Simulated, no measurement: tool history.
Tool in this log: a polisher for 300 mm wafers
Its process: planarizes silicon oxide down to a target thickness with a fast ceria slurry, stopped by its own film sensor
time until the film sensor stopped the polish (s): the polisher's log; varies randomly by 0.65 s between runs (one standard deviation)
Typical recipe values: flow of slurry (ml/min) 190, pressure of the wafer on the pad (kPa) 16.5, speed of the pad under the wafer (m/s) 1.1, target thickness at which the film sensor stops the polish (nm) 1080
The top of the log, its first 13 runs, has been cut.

| run | hour | flow of slurry (ml/min) | pressure of the wafer on the pad (kPa) | speed of the pad under the wafer (m/s) | target thickness at which the film sensor stops the polish (nm) | incoming thickness of the incoming film, nm | time until the film sensor stopped the polish (s) |
|---|---|---|---|---|---|---|---|
| 14 | 722.3 | 190 | 16.5 | 1.22 | 1080 | 1788.7 | 37.4 |
| 15 | 769.4 | 190 | 16.5 | 1.1 | 1080 | 1763.3 | 39.1 |
|  | 787.7 | worn pad replaced by a new one |
|  | 807.6 | head pressure recalibrated |
| 16 | 836.4 | 150 | 18.6 | 0.92 | 972 | 1762.4 | 48.4 |
| 17 | 897.4 | 155 | 16.5 | 0.94 | 1080 | 1759.7 | 46.2 |
| 18 | 942.3 | 145 | 16.5 | 1.1 | 1080 | 1750.9 | 41 |
| 19 | 984.2 | 190 | 22.1 | 1.1 | 1217 | 1779.8 | 24.5 |
| 20 | 1016.1 | 230 | 21.4 | 1.44 | 1080 | 1760.6 | 24.3 |
|  | 1035.3 | slurry nozzle cleaned |
| 21 | 1087 | 245 | 16.5 | 1 | 1080 | 1777.7 | 42.3 |
| 22 | 1112 | 190 | 20.7 | 1.22 | 1080 | 1771.8 | 29.3 |
|  | 1165.7 | worn pad replaced by a new one |
| 23 | 1172.4 | 190 | 13.1 | 1.22 | 1080 | 1745.2 | 44.5 |
| 24 | 1220 | 230 | 20 | 1.1 | 1011 | 1790.7 | 36.9 |
| 25 | 1274.7 | 225 | 16.5 | 0.8 | 964 | 1755.1 | 55.7 |
| 26 | 1336.1 | 190 | 16.5 | 1.1 | 1080 | 1733.2 | 37.7 |
|  | 1493.4 | worn pad replaced by a new one |
| 27 | 1515.2 | 190 | 16.5 | 1.1 | 1080 | 1785.8 | 40.4 |
| 28 | 1554.2 | 190 | 16.5 | 0.98 | 1080 | 1764.6 | 43.2 |
| 29 | 1600.6 | 230 | 20 | 1.1 | 1011 | 1773.9 | 35.1 |
| 30 | 1669.2 | 190 | 11.7 | 0.86 | 1080 | 1746.8 | 66.1 |

What if the next run were any one of these 4? Each begins from the tool's condition after run 30:
| A | 1669.6 | 190 | 13.1 | 1.1 | 1080 | 1733.9 | ? |
| B | 1669.6 | 190 | 16.5 | 0.9 | 1080 | 1733.9 | ? |
| C | 1669.6 | 155 | 16.5 | 1.1 | 1080 | 1733.9 | ? |
| D | 1669.6 | 225 | 21.4 | 1.46 | 1190 | 1733.9 | ? |

| run | time until the film sensor stopped the polish (s) |
|---|---|
| A | 47.1 |
| B | 43.8 |
| C | 38.6 |
| D | 18.5 |
Take away the tool's hidden state, keep each run's random variation, and the runs would have read:
| run | time until the film sensor stopped the polish (s) |
|---|---|
| A | 47.1 |
| B | 43.8 |
| C | 38.6 |
| D | 18.5 |
